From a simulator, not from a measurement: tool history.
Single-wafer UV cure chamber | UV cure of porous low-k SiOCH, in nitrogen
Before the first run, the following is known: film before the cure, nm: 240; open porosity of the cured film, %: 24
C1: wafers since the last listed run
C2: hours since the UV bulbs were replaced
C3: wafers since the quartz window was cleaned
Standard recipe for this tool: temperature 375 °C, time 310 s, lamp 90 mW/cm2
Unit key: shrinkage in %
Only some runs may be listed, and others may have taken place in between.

Run 1, day 0.000: usual settings but temperature 361 °C, lamp 121 mW/cm2; C1 0; C2 2232.2; C3 4105. Result: shrinkage 13.727 %.
At day 1.267: quartz window cleaned.
Run 2, day 2.321: usual settings but temperature 361 °C, lamp 121 mW/cm2; C1 776; C2 2287.9; C3 411. Result: shrinkage 13.620 %.
Run 3, day 3.967: usual settings but temperature 361 °C, lamp 121 mW/cm2; C1 642; C2 2327.4; C3 1053. Result: shrinkage 13.543 %.
Run 4, day 6.912: usual settings; C1 1150; C2 2398.1; C3 2204. Result: shrinkage 12.113 %.
Run 5, day 9.292: usual settings; C1 929; C2 2455.2; C3 3133. Result: shrinkage 12.215 %.
Run 6, day 10.892: usual settings; C1 624; C2 2493.6; C3 3758. Result: shrinkage 12.041 %.
Run 7, day 13.512: usual settings; C1 1023; C2 2556.5; C3 4782. Result: shrinkage 12.226 %.
At day 14.167: quartz window cleaned.
Run 8, day 15.842: usual settings; C1 779; C2 2612.4; C3 654. Result: shrinkage 12.073 %.
Run 9, day 18.262: usual settings; C1 945; C2 2670.5; C3 1600. Result: shrinkage 11.963 %.
Run 10, day 23.204: usual settings but temperature 388 °C, time 460 s; C1 1930; C2 2789.1; C3 3530. Result: shrinkage 14.025 %.
Run 11, day 25.250: usual settings but temperature 388 °C, time 460 s; C1 799; C2 2838.2; C3 4329. Result: shrinkage 14.072 %.
At day 28.108: quartz window cleaned.
Run 12, day 28.129: usual settings but temperature 388 °C, time 460 s; C1 994; C2 2907.3; C3 7. Result: shrinkage 13.995 %.
Run 13, day 30.079: usual settings but lamp 79 mW/cm2; C1 761; C2 2954.1; C3 769. Result: shrinkage 11.159 %.
Run 14, day 31.929: usual settings but lamp 79 mW/cm2; C1 722; C2 2998.5; C3 1491. Result: shrinkage 11.130 %.
At day 33.317: UV bulbs replaced.
Run 15, day 34.192: usual settings but temperature 389 °C; C1 753; C2 21.0; C3 2245. Result: shrinkage 14.417 %.
Run 16, day 36.212: usual settings but temperature 362 °C, time 190 s, lamp 104 mW/cm2; C1 789; C2 69.5; C3 3034. Result: shrinkage 12.657 %.
Run 17, day 38.238: usual settings but temperature 368 °C; C1 790; C2 118.1; C3 3825. Result: shrinkage 14.186 %.
Run 18, day 39.408: usual settings; C1 457; C2 146.2; C3 4282. Result: shrinkage 14.462 %.
Run 19, day 40.454: usual settings but temperature 355 °C, time 420 s, lamp 55 mW/cm2; C1 408; C2 171.3; C3 4691. Result: shrinkage 12.872 %.
At day 42.329: quartz window cleaned.
Run 20, day 42.804: usual settings but temperature 392 °C, time 160 s, lamp 106 mW/cm2; C1 787; C2 227.7; C3 186. Result: shrinkage 12.215 %.
Run 21, day 44.100: usual settings but temperature 388 °C, lamp 128 mW/cm2; C1 506; C2 258.8; C3 692. Result: shrinkage 16.706 %.
Run 22, day 45.346: usual settings but temperature 358 °C, time 245 s, lamp 126 mW/cm2; C1 486; C2 288.7; C3 1179. Result: shrinkage 14.330 %.
Run 23, day 47.979: usual settings; C1 1028; C2 351.9; C3 2207. Result: shrinkage 14.071 %.
Run 24, day 50.700: usual settings but temperature 369 °C, time 375 s, lamp 57 mW/cm2; C1 1062; C2 417.2; C3 3270. Result: shrinkage 12.551 %.
At day 52.954: quartz window cleaned.
Run 25, day 52.975: usual settings but temperature 361 °C, lamp 106 mW/cm2; C1 758; C2 471.8; C3 8. Result: shrinkage 14.741 %.
Run 26, day 54.579: usual settings but temperature 382 °C, time 495 s, lamp 114 mW/cm2; C1 626; C2 510.3; C3 635. Result: shrinkage 18.265 %.
Run 27, day 56.350: usual settings but time 425 s; C1 691; C2 552.8; C3 1326. Result: shrinkage 15.763 %.
Run 28, day 57.542: usual settings; C1 465; C2 581.4; C3 1792. Result: shrinkage 14.506 %.
Run 29, day 59.804: usual settings; C1 883; C2 635.7; C3 2676. Result: shrinkage 14.053 %.
Run 30, day 62.004: usual settings but temperature 394 °C, time 385 s, lamp 108 mW/cm2; C1 859; C2 688.5; C3 3535. Result: shrinkage 16.971 %.

Hidden condition of the tool, last listed run before each entry between runs versus first listed run after:
Between runs 1 and 2: quartz window cleaned (day 1.267)
  lamp output below its setpoint, %: 34.4 -> 35
  difference, measured minus the result without the unlogged condition, shrinkage: -2.242 -> -2.285 %
Between runs 7 and 8: quartz window cleaned (day 14.167)
  lamp output below its setpoint, %: 38.2 -> 38.8
  difference, measured minus the result without the unlogged condition, shrinkage: -2.498 -> -2.532 %
Between runs 11 and 12: quartz window cleaned (day 28.108)
  lamp output below its setpoint, %: 41.5 -> 42.3
  difference, measured minus the result without the unlogged condition, shrinkage: -2.854 -> -2.926 %
Between runs 14 and 15: UV bulbs replaced (day 33.317)
  lamp output below its setpoint, %: 43.3 -> 1.18
  difference, measured minus the result without the unlogged condition, shrinkage: -2.898 -> -0.061 %
Between runs 19 and 20: quartz window cleaned (day 42.329)
  lamp output below its setpoint, %: 2.94 -> 3.6
  difference, measured minus the result without the unlogged condition, shrinkage: -0.151 -> -0.185 %
Between runs 24 and 25: quartz window cleaned (day 52.954)
  lamp output below its setpoint, %: 5.82 -> 6.46
  difference, measured minus the result without the unlogged condition, shrinkage: -0.301 -> -0.353 %

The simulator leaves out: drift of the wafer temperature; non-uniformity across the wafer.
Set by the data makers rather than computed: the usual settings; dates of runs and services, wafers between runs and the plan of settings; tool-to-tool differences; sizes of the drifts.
